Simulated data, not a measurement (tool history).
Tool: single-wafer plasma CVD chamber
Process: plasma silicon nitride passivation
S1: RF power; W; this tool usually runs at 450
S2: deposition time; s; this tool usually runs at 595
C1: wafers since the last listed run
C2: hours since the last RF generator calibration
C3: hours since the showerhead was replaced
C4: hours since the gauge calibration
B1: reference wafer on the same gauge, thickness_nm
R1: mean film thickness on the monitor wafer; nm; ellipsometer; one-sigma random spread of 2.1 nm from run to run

run    hour   S1   S2   C1      C2      C3      C4        B1        R1
  1       0  450  595    0  2196.6  7267.7   532.7  1012.013   895.428
  2      65  450  595  252  2261.6  7332.7   597.7  1012.241   892.722
  3     138  450  595  283  2334.6  7405.7   670.7  1013.022   890.958
  4   177.4  450  595  153    2374  7445.1   710.1  1012.649   894.795
  5   280.5  450  595  401  2477.1  7548.2   813.2  1011.245   889.147
  6   381.7  450  595  393  2578.3  7649.4   914.4  1011.959    887.74
  7   432.1  450  595  196  2628.7  7699.8   964.8   1011.69   885.851
      463.5  -- showerhead replaced, of another model than before
  8   511.8  450  595  278  2708.4    48.3  1044.5  1012.121    864.34
      522.4  -- RF generator calibrated
  9   586.9  450  595  261    64.5   123.4  1119.6  1012.018   915.302
      588.2  -- gauge calibrated
 10   681.3  385  515  367   158.9   217.8    93.1  1011.826   733.407
 11   747.6  450  659  257   225.2   284.1   159.4  1011.432  1004.948
 12   832.2  390  657  329   309.8   368.7     244  1011.638   943.487
 13   910.4  450  595  304     388   446.9   322.2  1011.939   910.516
 14   987.1  405  595  298   464.7   523.6   398.9  1012.007   867.933
 15  1064.3  525  638  300   541.9   600.8   476.1   1011.98  1044.129
 16  1123.7  450  595  231   601.3   660.2   535.5  1011.569   906.939
 17  1210.5  510  595  337   688.1     747   622.3  1012.102   960.244
 18  1292.1  450  595  317   769.7   828.6   703.9  1011.674   907.698

Each row is a separate what-if for the run after 18, all from the same tool condition, not one after another. Results?
  A  1292.7  450  692   2  770.3  829.2  704.5   ?   ?
  B  1292.7  360  512   2  770.3  829.2  704.5   ?   ?
  C  1292.7  535  595   2  770.3  829.2  704.5   ?   ?
  D  1292.7  485  494   2  770.3  829.2  704.5   ?   ?

run        B1        R1
  A  1012.474  1055.215
  B  1012.474   704.958
  C  1012.474   975.312
  D  1012.474   777.705
Take away the tool's hidden state, keep each run's random variation, and the runs would have read:
run        R1
  A  1063.379
  B   710.412
  C   982.858
  D   783.722
